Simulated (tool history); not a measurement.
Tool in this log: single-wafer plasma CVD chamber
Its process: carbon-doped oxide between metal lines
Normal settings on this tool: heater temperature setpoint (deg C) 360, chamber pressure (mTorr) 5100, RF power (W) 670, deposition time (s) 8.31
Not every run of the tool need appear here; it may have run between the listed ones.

run,hour,heater temperature setpoint (deg C),chamber pressure (mTorr),RF power (W),deposition time (s),wafers since the last listed run,hours since the last thermocouple change,hours since the last RF generator calibration,hours since the last manometer calibration,hours since the showerhead was replaced,hours since the gauge calibration,"read-back reference wafer on the same gauge, thickness_nm",mean film thickness on the monitor wafer (Å)
1,0.0,360,5100,670,9.29,0,1709.3,2077.9,1296.7,4179.7,795.2,55.060,532.83
2,35.4,360,5100,670,8.31,906,1744.7,2113.3,1332.1,4215.1,830.6,55.170,476.74
3,51.5,360,5100,670,8.31,412,1760.8,2129.4,1348.2,4231.2,846.7,55.052,478.41
4,78.3,360,5100,670,8.31,686,1787.6,2156.2,1375.0,4258.0,873.5,55.088,478.99
5,99.1,360,5100,670,8.31,532,1808.4,2177.0,1395.8,4278.8,894.3,55.129,477.26
# hour 131.7: RF generator calibrated
6,134.8,360,5100,670,7.23,709,1844.1,3.1,1431.5,4314.5,930.0,55.102,429.06
# hour 153.4: showerhead replaced
7,153.9,372,5100,800,7.01,284,1863.2,22.2,1450.6,0.5,949.1,55.093,465.05
8,168.3,360,4460,735,8.31,368,1877.6,36.6,1465.0,14.9,963.5,55.051,521.85
# hour 193.8: capacitance manometer re-zeroed and calibrated
9,202.3,360,5100,670,6.87,665,1911.6,70.6,8.5,48.9,997.5,55.113,403.53
10,222.8,360,6200,715,8.31,524,1932.1,91.1,29.0,69.4,1018.0,55.116,526.35
11,239.5,360,4550,670,7.59,427,1948.8,107.8,45.7,86.1,1034.7,55.063,436.19
12,257.3,360,5100,715,9.89,455,1966.6,125.6,63.5,103.9,1052.5,55.037,609.57
13,282.3,360,5100,670,8.31,640,1991.6,150.6,88.5,128.9,1077.5,55.095,485.81
14,301.2,360,5100,670,8.31,483,2010.5,169.5,107.4,147.8,1096.4,55.133,486.04
15,317.3,371,5100,670,7.09,412,2026.6,185.6,123.5,163.9,1112.5,55.113,402.67
16,339.2,360,5100,670,8.31,560,2048.5,207.5,145.4,185.8,1134.4,55.103,487.92
17,360.8,369,5420,790,7.26,553,2070.1,229.1,167.0,207.4,1156.0,55.085,477.88
# hour 370.6: thermocouple changed; heater temperature recalibrated
# hour 389.8: gauge calibrated
18,450.9,355,4780,670,8.31,2102,80.3,319.2,257.1,297.5,61.1,55.087,490.06
19,477.1,360,5100,670,8.31,670,106.5,345.4,283.3,323.7,87.3,55.119,484.98
20,489.7,360,5100,670,6.92,322,119.1,358.0,295.9,336.3,99.9,55.066,406.80
21,502.3,360,5100,620,8.31,322,131.7,370.6,308.5,348.9,112.5,55.149,454.93
22,537.2,355,4640,605,9.59,893,166.6,405.5,343.4,383.8,147.4,55.055,512.30
23,563.5,360,3930,750,8.31,673,192.9,431.8,369.7,410.1,173.7,55.119,512.18
24,594.8,360,5100,730,8.31,801,224.2,463.1,401.0,441.4,205.0,55.090,521.27
25,619.7,352,5100,570,7.32,637,249.1,488.0,425.9,466.3,229.9,55.089,381.77
26,654.2,355,5100,770,8.31,883,283.6,522.5,460.4,500.8,264.4,55.132,553.45
27,669.4,360,4760,585,8.31,389,298.8,537.7,475.6,516.0,279.6,55.115,427.66

5 options for the next run, each taken on its own from the tool as it stands now. Forecast them:
A,669.8,360,5100,670,8.31,10,299.2,538.1,476.0,516.4,280.0,?,?
B,669.8,360,5420,670,8.31,10,299.2,538.1,476.0,516.4,280.0,?,?
C,669.8,352,6110,745,9.95,10,299.2,538.1,476.0,516.4,280.0,?,?
D,669.8,345,5790,670,8.31,10,299.2,538.1,476.0,516.4,280.0,?,?
E,669.8,360,4350,600,8.31,10,299.2,538.1,476.0,516.4,280.0,?,?

run,"read-back reference wafer on the same gauge, thickness_nm",mean film thickness on the monitor wafer (Å)
A,55.103,487.49
B,55.103,492.16
C,55.103,666.30
D,55.103,520.48
E,55.103,431.91
The same runs, with their run-to-run variation unchanged, on a tool lacking any hidden condition would have given:
run,mean film thickness on the monitor wafer (Å)
A,489.45
B,494.14
C,669.04
D,522.61
E,433.69

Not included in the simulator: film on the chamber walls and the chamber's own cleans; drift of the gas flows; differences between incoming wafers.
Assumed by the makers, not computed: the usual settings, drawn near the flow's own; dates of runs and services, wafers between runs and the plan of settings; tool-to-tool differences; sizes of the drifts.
